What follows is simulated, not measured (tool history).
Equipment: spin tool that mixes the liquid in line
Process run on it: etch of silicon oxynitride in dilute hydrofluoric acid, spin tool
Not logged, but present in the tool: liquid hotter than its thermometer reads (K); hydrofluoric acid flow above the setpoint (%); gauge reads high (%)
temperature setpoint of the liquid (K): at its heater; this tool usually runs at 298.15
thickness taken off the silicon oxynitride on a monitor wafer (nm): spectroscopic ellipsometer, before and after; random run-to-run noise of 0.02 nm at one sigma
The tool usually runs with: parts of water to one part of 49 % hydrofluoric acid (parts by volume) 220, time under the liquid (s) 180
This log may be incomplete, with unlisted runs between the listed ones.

run   hour  temperature setpoint of the liquid (K)  parts of water to one part of 49 % hydrofluoric acid (parts by volume)  time under the liquid (s)  wafers since the last listed run  hours since the thermometer was replaced  hours since the hydrofluoric acid flow meter was replaced  hours since the gauge calibration  read-back film thickness of the silicon oxynitride reference wafer, read on the same gauge (nm)  thickness taken off the silicon oxynitride on a monitor wafer (nm)
  1    0.0                                  298.15                                                                     220                        180                                 0                                    2839.9                                                     2099.4                              493.8                                                                                           79.997                                                               2.230
  2    8.5                                  298.15                                                                     220                        180                                63                                    2848.4                                                     2107.9                              502.3                                                                                           80.021                                                               2.228
      23.5  -- thermometer replaced
  3   26.3                                  299.65                                                                     185                        180                               125                                       2.8                                                     2125.7                              520.1                                                                                           80.015                                                               2.946
  4   71.1                                  298.15                                                                     220                        180                               334                                      47.6                                                     2170.5                              564.9                                                                                           79.967                                                               2.214
  5   86.9                                  298.15                                                                     220                        180                               117                                      63.4                                                     2186.3                              580.7                                                                                           80.000                                                               2.278
  6  103.2                                  298.15                                                                     220                        180                               121                                      79.7                                                     2202.6                              597.0                                                                                           79.998                                                               2.224
  7  113.8                                  298.15                                                                     220                        180                                79                                      90.3                                                     2213.2                              607.6                                                                                           79.975                                                               2.210
  8  123.2                                  298.15                                                                     220                        180                                70                                      99.7                                                     2222.6                              617.0                                                                                           79.976                                                               2.258
     128.6  -- hydrofluoric acid flow meter replaced
  9  138.4                                  298.15                                                                     220                        180                               105                                     114.9                                                        9.8                              632.2                                                                                           80.040                                                               1.988
     177.3  -- gauge calibrated
 10  187.1                                  298.15                                                                     140                        250                               363                                     163.6                                                       58.5                                9.8                                                                                           80.005                                                               4.604
 11  194.5                                  302.65                                                                     220                        285                                55                                     171.0                                                       65.9                               17.2                                                                                           79.976                                                               3.719
 12  210.9                                  300.65                                                                     260                        180                               122                                     187.4                                                       82.3                               33.6                                                                                           80.001                                                               1.802
 13  218.0                                  300.15                                                                     150                        105                                52                                     194.5                                                       89.4                               40.7                                                                                           79.978                                                               1.971
 14  230.9                                  298.15                                                                     330                        270                                96                                     207.4                                                      102.3                               53.6                                                                                           79.984                                                               1.823
 15  238.2                                  298.15                                                                     220                         75                                54                                     214.7                                                      109.6                               60.9                                                                                           79.977                                                               0.815
 16  247.0                                  298.15                                                                     220                        180                                65                                     223.5                                                      118.4                               69.7                                                                                           79.993                                                               1.954
 17  258.8                                  298.15                                                                     220                        180                                88                                     235.3                                                      130.2                               81.5                                                                                           79.980                                                               1.986
 18  272.3                                  293.65                                                                     125                        180                               100                                     248.8                                                      143.7                               95.0                                                                                           79.987                                                               3.015
 19  281.1                                  301.65                                                                     220                        275                                65                                     257.6                                                      152.5                              103.8                                                                                           80.023                                                               3.488
 20  296.6                                  295.15                                                                     145                        255                               115                                     273.1                                                      168.0                              119.3                                                                                           79.973                                                               3.930
 21  307.3                                  294.15                                                                     175                        215                                79                                     283.8                                                      178.7                              130.0                                                                                           80.012                                                               2.583
 22  313.4                                  294.15                                                                     175                        215                                45                                     289.9                                                      184.8                              136.1                                                                                           79.993                                                               2.564
 23  330.1                                  298.15                                                                     220                        180                               124                                     306.6                                                      201.5                              152.8                                                                                           80.005                                                               1.996
 24  343.1                                  298.15                                                                     220                        265                                96                                     319.6                                                      214.5                              165.8                                                                                           80.004                                                               2.885
 25  352.2                                  298.15                                                                     220                        180                                67                                     328.7                                                      223.6                              174.9                                                                                           79.989                                                               2.012
 26  368.1                                  301.15                                                                     250                        180                               118                                     344.6                                                      239.5                              190.8                                                                                           79.996                                                               1.953
 27  382.9                                  298.15                                                                     220                        180                               110                                     359.4                                                      254.3                              205.6                                                                                           79.982                                                               1.981
 28  394.8                                  298.15                                                                     155                        235                                88                                     371.3                                                      266.2                              217.5                                                                                           79.974                                                               3.825
 29  403.1                                  298.15                                                                     220                        180                                61                                     379.6                                                      274.5                              225.8                                                                                           79.991                                                               2.005
 30  416.6                                  298.15                                                                     130                        215                               100                                     393.1                                                      288.0                              239.3                                                                                           79.997                                                               4.326
 31  430.6                                  298.15                                                                     295                        215                               104                                     407.1                                                      302.0                              253.3                                                                                           79.978                                                               1.688
 32  442.3                                  298.15                                                                     170                        180                                87                                     418.8                                                      313.7                              265.0                                                                                           80.015                                                               2.662

Give the tool's hidden conditions for every run:
liquid hotter than its thermometer reads (K): 0 on each run
gauge reads high (%): 0 on each run
H1: hydrofluoric acid flow above the setpoint (%)
run    H1
  1  13.5
  2  13.6
  3  13.7
  4  13.9
  5    14
  6  14.1
  7  14.2
  8  14.3
  9  1.59
 10  1.89
 11  1.94
 12  2.04
 13  2.08
 14  2.16
 15  2.21
 16  2.26
 17  2.33
 18  2.41
 19  2.47
 20  2.56
 21  2.63
 22  2.67
 23  2.77
 24  2.85
 25  2.91
 26     3
 27  3.09
 28  3.17
 29  3.22
 30   3.3
 31  3.39
 32  3.46
